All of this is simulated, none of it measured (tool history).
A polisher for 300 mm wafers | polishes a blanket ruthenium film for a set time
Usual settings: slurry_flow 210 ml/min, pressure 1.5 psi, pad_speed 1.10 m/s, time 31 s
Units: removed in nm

run,hour,slurry_flow,pressure,pad_speed,time,wafers since the last listed run,wafers polished on this pad,hours since the slurry nozzle was cleaned,hours since the head pressure was calibrated,"incoming thickness of the incoming film, nm",removed
1,0.0,210,1.5,1.10,31,0,2397,170.0,268.0,617.5,30.9
2,55.7,210,1.5,1.22,31,774,3171,225.7,323.7,626.8,33.6
3,94.1,210,1.5,1.10,31,534,3706,264.1,362.1,620.0,31.1
4,122.3,210,1.5,1.10,31,392,4098,292.3,390.3,622.0,31.1
# hour 161.3: head pressure recalibrated
5,171.6,210,1.5,1.10,31,658,4756,341.6,10.3,624.3,30.4
6,205.1,210,1.5,1.10,31,466,5222,375.1,43.8,619.0,30.7
# hour 225.4: worn pad replaced by a new one
7,262.4,210,1.5,1.10,27,741,514,432.4,101.1,618.0,26.4
8,296.2,210,1.5,1.10,27,470,985,466.2,134.9,618.8,25.8
9,332.8,210,1.5,1.10,31,509,1494,502.8,171.5,634.1,30.5
10,402.6,160,1.5,1.10,31,971,2465,572.6,241.3,631.4,29.1
11,439.3,160,1.5,1.10,31,510,2975,609.3,278.0,629.6,29.6
12,489.4,160,1.5,1.10,31,697,3672,659.4,328.1,619.1,28.6
# hour 534.6: slurry nozzle cleaned
# hour 559.2: worn pad replaced by a new one, of another model than before
13,559.7,210,1.9,1.10,36,908,7,25.1,398.4,630.6,42.2
14,591.4,210,1.4,1.10,31,441,448,56.8,430.1,623.7,29.6
# hour 657.4: head pressure recalibrated
15,732.4,210,1.4,1.10,31,1933,2382,197.8,75.0,621.3,30.5
16,775.9,210,1.5,1.10,31,605,2987,241.3,118.5,633.9,32.0
17,816.8,260,1.9,1.10,40,569,3556,282.2,159.4,613.1,46.1
18,875.8,210,1.5,1.10,31,820,4377,341.2,218.4,616.4,31.3
19,913.4,210,1.5,1.34,31,523,4900,378.8,256.0,632.2,38.6
# hour 919.2: worn pad replaced by a new one
20,954.6,275,1.5,0.96,31,517,492,420.0,297.2,629.7,27.0
21,987.0,210,1.5,1.10,31,450,943,452.4,329.6,628.6,30.9
22,1023.9,210,1.5,1.10,27,513,1456,489.3,366.5,618.1,27.1
23,1048.2,210,1.5,1.30,23,338,1794,513.6,390.8,614.6,27.6
# hour 1067.7: head pressure recalibrated
24,1130.8,275,1.5,0.76,31,1121,2916,596.2,63.1,631.7,21.5
# hour 1164.8: slurry nozzle cleaned
25,1181.5,170,1.5,1.10,31,691,3607,16.7,113.8,622.5,31.1
# hour 1292.8: worn pad replaced by a new one
26,1387.3,210,2.0,1.00,31,2807,1314,222.5,319.6,618.1,33.1
27,1413.5,250,1.5,1.46,31,364,1678,248.7,345.8,627.1,41.7
28,1450.4,280,1.5,1.10,22,513,2191,285.6,382.7,615.6,22.7
29,1488.4,210,1.7,0.88,27,528,2720,323.6,420.7,630.1,23.1
30,1539.7,175,1.8,1.30,35,713,3434,374.9,472.0,607.5,45.7
# hour 1557.8: head pressure recalibrated
31,1579.2,170,1.5,1.22,23,521,3956,414.4,21.4,619.9,25.9
32,1629.6,210,1.5,1.10,31,701,4657,464.8,71.8,612.3,31.3
33,1662.9,210,1.5,0.76,31,463,5120,498.1,105.1,623.0,21.1
34,1710.1,210,1.5,1.36,31,656,5777,545.3,152.3,623.0,37.9
# hour 1719.1: worn pad replaced by a new one
35,1747.4,210,1.3,0.86,20,463,393,582.6,189.6,612.0,14.5
36,1774.3,210,1.5,1.10,31,374,767,609.5,216.5,621.1,31.7

Forecast each of these 5 alternatives for the next run:
A,1774.7,210,1.5,1.10,31,5,773,609.9,216.9,616.1,?
B,1774.7,270,1.5,1.20,35,5,773,609.9,216.9,616.1,?
C,1774.7,260,1.7,1.00,35,5,773,609.9,216.9,616.1,?
D,1774.7,210,1.7,0.74,39,5,773,609.9,216.9,616.1,?
E,1774.7,210,1.5,1.38,31,5,773,609.9,216.9,616.1,?

run,removed
A,30.5
B,38.4
C,34.1
D,27.6
E,38.3
Without the tool's hidden state the same runs would have given:
run,removed
A,31.7
B,39.7
C,35.3
D,28.7
E,39.8
